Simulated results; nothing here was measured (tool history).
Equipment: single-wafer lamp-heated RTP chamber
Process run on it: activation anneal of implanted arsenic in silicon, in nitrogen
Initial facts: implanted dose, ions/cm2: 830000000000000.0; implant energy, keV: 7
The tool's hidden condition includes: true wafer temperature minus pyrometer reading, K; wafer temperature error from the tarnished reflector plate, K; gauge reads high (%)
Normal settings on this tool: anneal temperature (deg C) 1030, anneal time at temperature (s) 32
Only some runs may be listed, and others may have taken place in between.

run	hour	anneal temperature (deg C)	anneal time at temperature (s)	wafers since the last listed run	wafers since the last pyrometer calibration	wafers since the reflector plate was cleaned	hours since the gauge calibration	read-back reference wafer on the same gauge, sheet resistance	sheet resistance of the implanted and annealed layer (ohm/square)
1	0.0	1030	32	0	5241	6907	308.9	129.96	148.85
2	13.2	1030	32	179	5420	7086	322.1	130.12	148.40
3	22.3	1030	32	123	5543	7209	331.2	130.15	148.13
4	29.1	1030	32	92	5635	7301	338.0	130.00	147.60
5	35.3	1030	32	84	5719	7385	344.2	130.02	146.85
6	41.3	1030	32	81	5801	7467	350.2	130.02	148.92
7	54.2	1030	32	174	5976	7642	363.1	130.05	147.97
8	70.0	1030	32	214	6190	7856	378.9	129.80	148.06
9	77.7	1030	32	104	6294	7961	386.6	129.93	148.59
10	93.8	1047	32	218	6513	8179	402.7	129.72	141.85
# hour 115.8: reflector plate cleaned
11	116.3	1047	32	196	6709	6	425.2	130.19	142.68
12	126.3	1017	32	135	6845	141	435.2	129.92	156.64
13	142.5	1017	32	219	7065	361	451.4	129.94	156.90
14	154.3	1017	32	160	7225	521	463.2	130.05	157.22
15	161.8	1030	16	101	7327	623	470.7	129.94	166.35
16	169.3	1016	50	101	7428	725	478.2	130.09	148.22
# hour 185.4: pyrometer window cleaned and pyrometer calibrated
17	185.9	1018	23	116	7	841	494.8	130.04	165.02
18	193.1	1016	20	97	104	939	502.0	130.07	169.37
19	199.7	1039	32	89	194	1028	508.6	129.91	146.96
20	211.8	1030	32	164	358	1192	520.7	129.98	149.97
# hour 212.1: gauge calibrated
21	225.8	1002	16	189	548	1382	13.7	130.21	187.13
22	243.5	1020	43	240	788	1622	31.4	130.10	148.40
23	250.4	1007	13	93	882	1716	38.3	130.19	188.69
24	257.4	1040	20	94	977	1811	45.3	129.99	154.84
25	267.9	1019	16	142	1119	1953	55.8	130.04	171.75
26	319.5	1013	26	699	1819	2653	107.4	130.12	164.15
27	332.2	1030	32	172	1991	2826	120.1	130.06	150.15
28	344.6	1043	42	168	2159	2994	132.5	129.85	142.38
29	354.5	1030	32	134	2294	3128	142.4	130.17	150.39
30	360.5	1030	32	81	2375	3209	148.4	130.08	150.93
31	366.6	1030	32	82	2458	3292	154.5	130.04	148.92
32	379.5	1059	32	174	2633	3467	167.4	130.01	139.85
33	396.5	1030	32	230	2863	3698	184.4	130.23	148.77
34	411.9	1015	32	208	3072	3907	199.8	129.84	158.45
35	418.8	1030	32	93	3166	4000	206.7	130.07	149.54
36	425.3	1030	32	88	3254	4088	213.2	130.17	150.50

Table of differences, measured result less the result of that run with no hidden state. Run-to-run variation is the same in both. Gauge scatter possibly is not:
run	sheet resistance of the implanted and annealed layer (ohm/square)
1	-2.03
2	-2.10
3	-2.16
4	-2.20
5	-2.22
6	-2.30
7	-2.37
8	-2.48
9	-2.54
10	-2.07
11	-0.05
12	-0.09
13	-0.09
14	-0.10
15	-0.11
16	-0.09
17	-0.14
18	-0.17
19	-0.10
20	-0.13
21	-0.25
22	-0.18
23	-0.32
24	-0.23
25	-0.35
26	-0.52
27	-0.37
28	-0.26
29	-0.43
30	-0.46
31	-0.46
32	-0.36
33	-0.56
34	-0.90
35	-0.65
36	-0.68
